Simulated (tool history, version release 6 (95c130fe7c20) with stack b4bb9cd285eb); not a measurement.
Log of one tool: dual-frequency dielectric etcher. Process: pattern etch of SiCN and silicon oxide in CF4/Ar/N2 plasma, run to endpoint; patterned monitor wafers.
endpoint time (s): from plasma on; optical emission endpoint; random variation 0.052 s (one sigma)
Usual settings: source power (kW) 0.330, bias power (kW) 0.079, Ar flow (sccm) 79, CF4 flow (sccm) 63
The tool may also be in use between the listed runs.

| run | day | source power (kW) | bias power (kW) | Ar flow (sccm) | CF4 flow (sccm) | incoming incoming film thickness, nm | endpoint time (s) |
|---|---|---|---|---|---|---|---|
| 1 | 0.000 | 0.330 | 0.069 | 79 | 63 | 12.04 | 18.3 |
| 2 | 0.658 | 0.330 | 0.079 | 79 | 63 | 12.04 | 16.9 |
| 3 | 1.342 | 0.330 | 0.079 | 79 | 63 | 12.05 | 16.9 |
| 4 | 1.717 | 0.330 | 0.079 | 79 | 63 | 12.05 | 16.9 |
| 5 | 2.233 | 0.330 | 0.079 | 79 | 63 | 11.94 | 16.7 |
| 6 | 2.462 | 0.330 | 0.079 | 79 | 63 | 11.93 | 16.7 |
| 7 | 3.100 | 0.330 | 0.079 | 79 | 63 | 12.07 | 16.8 |
| 8 | 3.517 | 0.330 | 0.079 | 79 | 63 | 11.95 | 16.7 |
| 9 | 4.700 | 0.350 | 0.079 | 70 | 63 | 12.05 | 15.9 |
| 10 | 5.812 | 0.360 | 0.059 | 64 | 54 | 12.10 | 19.2 |
| 11 | 6.021 | 0.330 | 0.079 | 79 | 56 | 11.93 | 17.7 |
| 12 | 6.317 | 0.280 | 0.074 | 71 | 76 | 12.01 | 19.9 |
| 13 | 7.046 | 0.330 | 0.079 | 79 | 63 | 12.04 | 17.5 |
| 14 | 7.312 | 0.330 | 0.065 | 79 | 54 | 11.95 | 19.9 |
| 15 | 7.658 | 0.280 | 0.079 | 79 | 68 | 12.06 | 19.8 |
| 16 | 8.212 | 0.330 | 0.079 | 79 | 63 | 12.07 | 17.5 |
| 17 | 8.488 | 0.290 | 0.072 | 66 | 48 | 11.96 | 20.4 |
| 18 | 9.146 | 0.330 | 0.079 | 67 | 63 | 12.10 | 17.2 |
| 19 | 9.704 | 0.330 | 0.079 | 79 | 53 | 11.99 | 17.8 |
| 20 | 10.208 | 0.330 | 0.079 | 79 | 63 | 12.00 | 17.3 |
| 21 | 10.738 | 0.330 | 0.073 | 79 | 63 | 11.98 | 18.2 |
| 22 | 11.000 | 0.300 | 0.079 | 79 | 57 | 12.02 | 19.0 |
| 23 | 11.396 | 0.280 | 0.079 | 90 | 63 | 11.93 | 20.0 |
| 24 | 12.079 | 0.250 | 0.079 | 79 | 63 | 12.03 | 21.7 |

Taken out of this log: 3 entries between the listed runs. Where each belongs, and how the hidden state differs across it:
Between runs 4 and 5: Ar flow controller replaced (day 2.212)
  etch rate over this chamber's usual, %: 3.76 -> 3.85
  measured less the result without the state, endpoint time (s): -0.6 -> -0.7
Between runs 8 and 9: upper electrode replaced (day 4.679)
  etch rate over this chamber's usual, %: 4.06 -> 4.25
  measured less the result without the state, endpoint time (s): -0.7 -> -0.7
Between runs 9 and 10: wet clean of the chamber (day 5.792)
  etch rate over this chamber's usual, %: 4.25 -> -0.187
  measured less the result without the state, endpoint time (s): -0.7 -> +0.0

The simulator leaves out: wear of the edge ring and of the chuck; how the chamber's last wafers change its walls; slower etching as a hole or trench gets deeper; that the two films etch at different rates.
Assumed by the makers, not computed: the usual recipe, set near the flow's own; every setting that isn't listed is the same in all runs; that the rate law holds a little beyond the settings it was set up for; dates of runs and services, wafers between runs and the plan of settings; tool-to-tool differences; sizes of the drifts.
